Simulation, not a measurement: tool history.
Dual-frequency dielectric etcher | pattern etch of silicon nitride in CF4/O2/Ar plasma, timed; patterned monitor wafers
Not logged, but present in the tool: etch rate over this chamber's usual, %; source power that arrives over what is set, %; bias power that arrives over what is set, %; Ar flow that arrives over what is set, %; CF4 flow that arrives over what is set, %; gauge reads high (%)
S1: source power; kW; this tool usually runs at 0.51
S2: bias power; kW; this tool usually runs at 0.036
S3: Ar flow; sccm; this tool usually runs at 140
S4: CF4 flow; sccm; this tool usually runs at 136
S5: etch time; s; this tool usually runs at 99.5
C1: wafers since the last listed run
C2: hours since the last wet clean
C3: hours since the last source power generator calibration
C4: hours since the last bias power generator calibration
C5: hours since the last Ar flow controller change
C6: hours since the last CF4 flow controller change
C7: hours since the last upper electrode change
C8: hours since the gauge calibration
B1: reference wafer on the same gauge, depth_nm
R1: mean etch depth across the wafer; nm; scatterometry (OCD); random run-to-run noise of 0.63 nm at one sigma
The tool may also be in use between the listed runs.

Run 1, hour 0: usual settings; C1 0; C2 389.9; C3 3370.9; C4 2817; C5 1937; C6 4795.3; C7 33.5; C8 534; B1 171.9. Result: R1 170.8 nm.
Run 2, hour 8.3: usual settings but S2 0.039 kW; C1 73; C2 398.2; C3 3379.2; C4 2825.3; C5 1945.3; C6 4803.6; C7 41.8; C8 542.3; B1 171.7. Result: R1 177.9 nm.
Run 3, hour 15.7: usual settings; C1 65; C2 405.6; C3 3386.6; C4 2832.7; C5 1952.7; C6 4811; C7 49.2; C8 549.7; B1 172. Result: R1 170.5 nm.
At hour 31.1: gauge calibrated.
Run 4, hour 31.2: usual settings but S2 0.04 kW; C1 137; C2 421.1; C3 3402.1; C4 2848.2; C5 1968.2; C6 4826.5; C7 64.7; C8 0.1; B1 172. Result: R1 181.8 nm.
Run 5, hour 38.6: usual settings but S2 0.04 kW; C1 65; C2 428.5; C3 3409.5; C4 2855.6; C5 1975.6; C6 4833.9; C7 72.1; C8 7.5; B1 171.9. Result: R1 180.8 nm.
At hour 43.6: bias power generator calibrated.
Run 6, hour 52.2: usual settings but S1 0.56 kW, S2 0.04 kW, S3 154 sccm, S4 147 sccm; C1 85; C2 442.1; C3 3423.1; C4 8.6; C5 1989.2; C6 4847.5; C7 85.7; C8 21.1; B1 171.9. Result: R1 192.6 nm.
At hour 58.7: CF4 flow controller replaced.
At hour 77.5: Ar flow controller replaced.
At hour 87.2: wet clean of the chamber.
Run 7, hour 87.7: usual settings but S1 0.46 kW, S3 169 sccm; C1 122; C2 0.5; C3 3458.6; C4 44.1; C5 10.2; C6 29; C7 121.2; C8 56.6; B1 171.8. Result: R1 153 nm.
Run 8, hour 88: usual settings but S3 167 sccm; C1 2; C2 0.8; C3 3458.9; C4 44.4; C5 10.5; C6 29.3; C7 121.5; C8 56.9; B1 171.9. Result: R1 165 nm.
Run 9, hour 88.3: usual settings; C1 2; C2 1.1; C3 3459.2; C4 44.7; C5 10.8; C6 29.6; C7 121.8; C8 57.2; B1 172.1. Result: R1 166.8 nm.
Run 10, hour 97.1: usual settings but S5 113 s; C1 78; C2 9.9; C3 3468; C4 53.5; C5 19.6; C6 38.4; C7 130.6; C8 66; B1 171.9. Result: R1 189.7 nm.
Run 11, hour 109.3: usual settings but S4 105 sccm, S5 84 s; C1 108; C2 22.1; C3 3480.2; C4 65.7; C5 31.8; C6 50.6; C7 142.8; C8 78.2; B1 172. Result: R1 136.6 nm.
Run 12, hour 118: usual settings but S2 0.031 kW, S4 154 sccm; C1 77; C2 30.8; C3 3488.9; C4 74.4; C5 40.5; C6 59.3; C7 151.5; C8 86.9; B1 172. Result: R1 157.1 nm.
Run 13, hour 124.2: usual settings; C1 55; C2 37; C3 3495.1; C4 80.6; C5 46.7; C6 65.5; C7 157.7; C8 93.1; B1 171.9. Result: R1 167.1 nm.
Run 14, hour 137.1: usual settings but S2 0.028 kW; C1 114; C2 49.9; C3 3508; C4 93.5; C5 59.6; C6 78.4; C7 170.6; C8 106; B1 172.1. Result: R1 147.4 nm.
At hour 149.5: source power generator calibrated.
Run 15, hour 153.8: usual settings but S1 0.43 kW, S3 151 sccm; C1 112; C2 66.6; C3 4.3; C4 110.2; C5 76.3; C6 95.1; C7 187.3; C8 122.7; B1 172. Result: R1 148.7 nm.
Run 16, hour 166.3: usual settings but S3 154 sccm; C1 111; C2 79.1; C3 16.8; C4 122.7; C5 88.8; C6 107.6; C7 199.8; C8 135.2; B1 172.2. Result: R1 166.7 nm.
Run 17, hour 179.8: usual settings but S5 80.5 s; C1 119; C2 92.6; C3 30.3; C4 136.2; C5 102.3; C6 121.1; C7 213.3; C8 148.7; B1 172. Result: R1 136 nm.
Run 18, hour 194.6: usual settings; C1 131; C2 107.4; C3 45.1; C4 151; C5 117.1; C6 135.9; C7 228.1; C8 163.5; B1 171.9. Result: R1 169.5 nm.
Run 19, hour 209.8: usual settings but S2 0.038 kW, S3 150 sccm, S4 168 sccm, S5 85.5 s; C1 135; C2 122.6; C3 60.3; C4 166.2; C5 132.3; C6 151.1; C7 243.3; C8 178.7; B1 172. Result: R1 150.2 nm.
Run 20, hour 225.6: usual settings but S2 0.028 kW, S4 121 sccm; C1 140; C2 138.4; C3 76.1; C4 182; C5 148.1; C6 166.9; C7 259.1; C8 194.5; B1 172. Result: R1 146.4 nm.
Run 21, hour 242.2: usual settings but S2 0.032 kW, S3 166 sccm, S4 166 sccm; C1 147; C2 155; C3 92.7; C4 198.6; C5 164.7; C6 183.5; C7 275.7; C8 211.1; B1 172. Result: R1 160.1 nm.
Run 22, hour 251.1: usual settings but S2 0.044 kW, S4 166 sccm, S5 84 s; C1 79; C2 163.9; C3 101.6; C4 207.5; C5 173.6; C6 192.4; C7 284.6; C8 220; B1 172.2. Result: R1 160.6 nm.

Below are 3 alternative next runs, each starting from the tool's condition after run 22. Predict each:
Run A, hour 251.5: usual settings but S4 155 sccm; C1 3; C2 164.3; C3 102; C4 207.9; C5 174; C6 192.8; C7 285; C8 220.4; B1 ?. Result: R1 ?.
Run B, hour 251.5: usual settings but S2 0.031 kW; C1 3; C2 164.3; C3 102; C4 207.9; C5 174; C6 192.8; C7 285; C8 220.4; B1 ?. Result: R1 ?.
Run C, hour 251.5: usual settings but S1 0.38 kW, S2 0.044 kW, S3 162 sccm, S5 128 s; C1 3; C2 164.3; C3 102; C4 207.9; C5 174; C6 192.8; C7 285; C8 220.4; B1 ?. Result: R1 ?.

run     B1     R1
  A  171.9  170.7
  B  171.9  156.2
  C  171.9  194.5
The same runs, with their run-to-run variation unchanged, on a tool lacking any hidden condition would have given:
run     R1
  A  168.9
  B  154.5
  C  192.4
